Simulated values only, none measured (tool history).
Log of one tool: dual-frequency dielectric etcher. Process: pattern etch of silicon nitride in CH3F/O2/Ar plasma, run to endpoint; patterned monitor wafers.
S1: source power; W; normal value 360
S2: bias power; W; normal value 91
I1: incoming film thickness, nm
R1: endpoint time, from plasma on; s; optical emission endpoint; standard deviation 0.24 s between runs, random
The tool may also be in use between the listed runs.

run,hour,S1,S2,I1,R1
1,0.0,360,91,46.62,65.0
2,40.0,410,78,46.24,64.0
3,97.6,410,78,46.51,65.0
4,143.6,360,73,46.33,70.6
5,188.8,360,91,46.15,65.4
6,225.3,360,91,46.13,65.2
7,264.2,360,91,46.29,65.6
# hour 298.9: wet clean of the chamber
8,301.2,360,91,46.54,64.3
9,363.2,360,91,46.41,64.0
10,398.4,360,91,46.40,64.1
11,428.4,360,91,46.27,64.1
12,480.5,360,91,46.50,64.9
13,531.8,360,91,46.33,65.2
14,561.4,280,75,46.28,78.2
15,622.7,360,91,46.41,66.2
16,650.9,390,110,46.62,59.4
17,685.3,400,99,46.16,60.8
# hour 710.6: wet clean of the chamber
18,744.4,360,91,46.30,64.3
# hour 758.8: source power generator calibrated
# hour 788.8: bias power generator calibrated
19,798.4,390,107,46.59,57.7
20,845.4,310,71,46.35,75.1
# hour 891.4: upper electrode replaced
21,894.0,400,106,46.47,58.4
22,920.8,360,104,46.28,60.9
23,952.1,360,91,46.09,64.1
24,998.1,360,91,46.02,64.3
25,1031.7,290,106,46.13,67.4
26,1090.9,410,91,46.18,61.8
# hour 1125.0: wet clean of the chamber
27,1125.5,390,107,46.36,57.7
28,1175.8,360,80,46.80,67.4
29,1204.3,440,83,46.31,60.6
30,1259.0,360,91,46.96,65.2
31,1284.6,310,84,46.50,70.8
32,1345.9,430,75,46.11,64.3
33,1397.9,360,91,46.38,64.9
34,1461.2,420,108,46.55,57.6

Run-by-run hidden state of the tool:
source power that arrives over what is set, %: 0 across all the runs
H1: etch rate over this chamber's usual, %
H2: bias power that arrives over what is set, %
run,H1,H2
1,-0.763,-3.03
2,-1.06,-3.14
3,-1.49,-3.29
4,-1.83,-3.39
5,-2.17,-3.49
6,-2.44,-3.56
7,-2.73,-3.63
8,0.127,-3.7
9,-0.334,-3.79
10,-0.596,-3.84
11,-0.819,-3.88
12,-1.21,-3.95
13,-1.59,-4
14,-1.81,-4.03
15,-2.26,-4.09
16,-2.47,-4.12
17,-2.73,-4.14
18,-0.39,-4.19
19,-0.792,0.737
20,-1.14,0.297
21,-1.5,-0.118
22,-1.7,-0.331
23,-1.93,-0.566
24,-2.28,-0.888
25,-2.53,-1.11
26,-2.97,-1.46
27,0.0501,-1.65
28,-0.324,-1.9
29,-0.536,-2.03
30,-0.943,-2.27
31,-1.13,-2.37
32,-1.59,-2.6
33,-1.98,-2.77
34,-2.45,-2.95

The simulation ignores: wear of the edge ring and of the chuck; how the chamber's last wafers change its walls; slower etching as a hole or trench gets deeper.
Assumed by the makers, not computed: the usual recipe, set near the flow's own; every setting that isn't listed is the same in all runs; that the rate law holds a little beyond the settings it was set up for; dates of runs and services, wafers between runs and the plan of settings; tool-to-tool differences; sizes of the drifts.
